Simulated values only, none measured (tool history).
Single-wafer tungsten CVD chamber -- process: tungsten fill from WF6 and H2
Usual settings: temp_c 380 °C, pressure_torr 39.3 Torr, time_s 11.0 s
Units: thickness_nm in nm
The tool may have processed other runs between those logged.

run,hour,temp_c,pressure_torr,time_s,"read-back reference wafer on the same gauge, thickness_nm",thickness_nm
1,0.0,380,39.3,11.0,19.492,23.348
2,26.4,380,39.3,11.0,19.487,23.327
3,57.2,380,39.3,11.0,19.520,23.178
4,92.2,380,39.3,11.0,19.508,23.197
5,126.7,380,39.3,11.0,19.497,23.311
6,201.2,380,39.3,12.3,19.492,26.075
7,242.5,380,39.3,12.3,19.485,26.073
8,304.1,380,39.3,12.3,19.515,25.824
9,362.6,380,39.3,11.0,19.501,23.231
10,391.6,380,39.3,11.0,19.504,23.292
11,444.1,372,39.3,11.0,19.503,19.306
# hour 555.1: thermocouple changed; heater temperature recalibrated
12,568.8,372,39.3,11.0,19.501,19.422
13,606.5,366,47.4,10.1,19.508,17.505
14,630.9,380,43.2,11.9,19.482,26.977
# hour 667.9: showerhead replaced
15,680.3,380,39.3,11.0,19.503,23.144
# hour 797.2: capacitance manometer re-zeroed and calibrated
16,882.5,380,39.3,11.0,19.512,23.029
17,927.2,370,39.3,11.0,19.503,18.267
18,955.7,385,39.3,11.0,19.516,25.886
# hour 978.8: gauge calibrated
19,1003.3,386,46.3,11.0,19.508,30.005
20,1065.8,392,39.3,9.2,19.486,25.386
21,1119.2,369,46.4,9.3,19.519,16.958
22,1161.8,380,39.3,11.0,19.514,23.347
23,1189.4,380,48.0,9.2,19.502,22.385
24,1251.7,389,30.0,9.2,19.485,18.577

For each run, what was the tool's unlogged condition?
wafer temperature above the value expected at the setpoint (K): 0 across all the runs
true pressure above the setpoint (%): 0 across all the runs
gauge reads high (%): 0 across all the runs

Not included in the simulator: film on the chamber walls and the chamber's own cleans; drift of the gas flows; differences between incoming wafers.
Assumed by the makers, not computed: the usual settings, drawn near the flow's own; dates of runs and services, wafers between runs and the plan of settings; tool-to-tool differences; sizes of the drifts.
